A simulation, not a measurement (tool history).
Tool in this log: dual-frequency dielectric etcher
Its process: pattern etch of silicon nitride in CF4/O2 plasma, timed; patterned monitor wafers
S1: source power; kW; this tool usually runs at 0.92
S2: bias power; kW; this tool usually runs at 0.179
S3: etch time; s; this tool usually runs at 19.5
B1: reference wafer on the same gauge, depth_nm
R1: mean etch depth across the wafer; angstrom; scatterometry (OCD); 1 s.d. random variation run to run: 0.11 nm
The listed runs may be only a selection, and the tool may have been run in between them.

| run | hour | S1 | S2 | S3 | B1 | R1 |
|---|---|---|---|---|---|---|
| 1 | 0 | 0.92 | 0.179 | 19.5 | 69.3 | 726 |
| 2 | 35.4 | 0.92 | 0.179 | 19.5 | 69.3 | 723 |
| 3 | 53.8 | 0.92 | 0.179 | 19.5 | 69.3 | 726 |
|  | 78.1 | gauge calibrated |
| 4 | 81.9 | 0.92 | 0.153 | 19.5 | 69.3 | 665 |
| 5 | 100.5 | 0.92 | 0.179 | 19.5 | 69.4 | 725 |
| 6 | 119.3 | 0.92 | 0.179 | 19.5 | 69.3 | 725 |
| 7 | 152.4 | 0.92 | 0.179 | 19.5 | 69.3 | 726 |
| 8 | 166.7 | 0.92 | 0.179 | 19.5 | 69.3 | 726 |
| 9 | 180.7 | 0.92 | 0.179 | 19.5 | 69.3 | 726 |
| 10 | 193.3 | 0.92 | 0.179 | 19.5 | 69.3 | 725 |
| 11 | 226.1 | 0.92 | 0.179 | 19.5 | 69.3 | 727 |
|  | 251.7 | wet clean of the chamber |
| 12 | 252.2 | 0.92 | 0.179 | 19.5 | 69.3 | 725 |
| 13 | 268.1 | 0.92 | 0.179 | 19.5 | 69.3 | 725 |
| 14 | 282.2 | 0.92 | 0.179 | 19.5 | 69.3 | 725 |
| 15 | 303.9 | 1.08 | 0.208 | 22 | 69.3 | 997 |
|  | 313 | bias power generator calibrated |
| 16 | 338 | 0.92 | 0.179 | 19.5 | 69.3 | 706 |
| 17 | 354.5 | 0.92 | 0.179 | 19.5 | 69.3 | 704 |
|  | 380.4 | upper electrode replaced |
| 18 | 380.9 | 1.01 | 0.207 | 19.5 | 69.3 | 815 |
|  | 442.5 | gauge calibrated |
| 19 | 444.6 | 1.07 | 0.205 | 19.5 | 69.3 | 839 |
|  | 457.7 | source power generator calibrated |
| 20 | 475.6 | 0.92 | 0.179 | 19.5 | 69.3 | 727 |
| 21 | 499.7 | 0.99 | 0.207 | 14.5 | 69.3 | 615 |
| 22 | 516.3 | 0.92 | 0.179 | 19.5 | 69.3 | 725 |
| 23 | 536 | 0.76 | 0.156 | 21.5 | 69.3 | 650 |
| 24 | 563.5 | 0.92 | 0.179 | 19.5 | 69.3 | 727 |
| 25 | 591.7 | 0.77 | 0.223 | 15 | 69.3 | 555 |
| 26 | 612.7 | 1 | 0.194 | 15 | 69.3 | 618 |
| 27 | 627.8 | 0.83 | 0.145 | 13.5 | 69.3 | 414 |
| 28 | 659.9 | 1.07 | 0.218 | 15 | 69.3 | 688 |
| 29 | 685 | 0.92 | 0.15 | 16 | 69.3 | 538 |

Here are 3 independent what-if runs from the current tool condition. What would each one return?
| A | 685.4 | 0.92 | 0.179 | 19.5 | ? | ? |
| B | 685.4 | 0.92 | 0.2 | 17.5 | ? | ? |
| C | 685.4 | 0.76 | 0.179 | 15.5 | ? | ? |

| run | B1 | R1 |
|---|---|---|
| A | 69.2 | 723 |
| B | 69.2 | 689 |
| C | 69.2 | 504 |
With the hidden condition removed and each run's random variation left untouched, the same runs would have given:
| run | R1 |
|---|---|
| A | 718 |
| B | 684 |
| C | 501 |
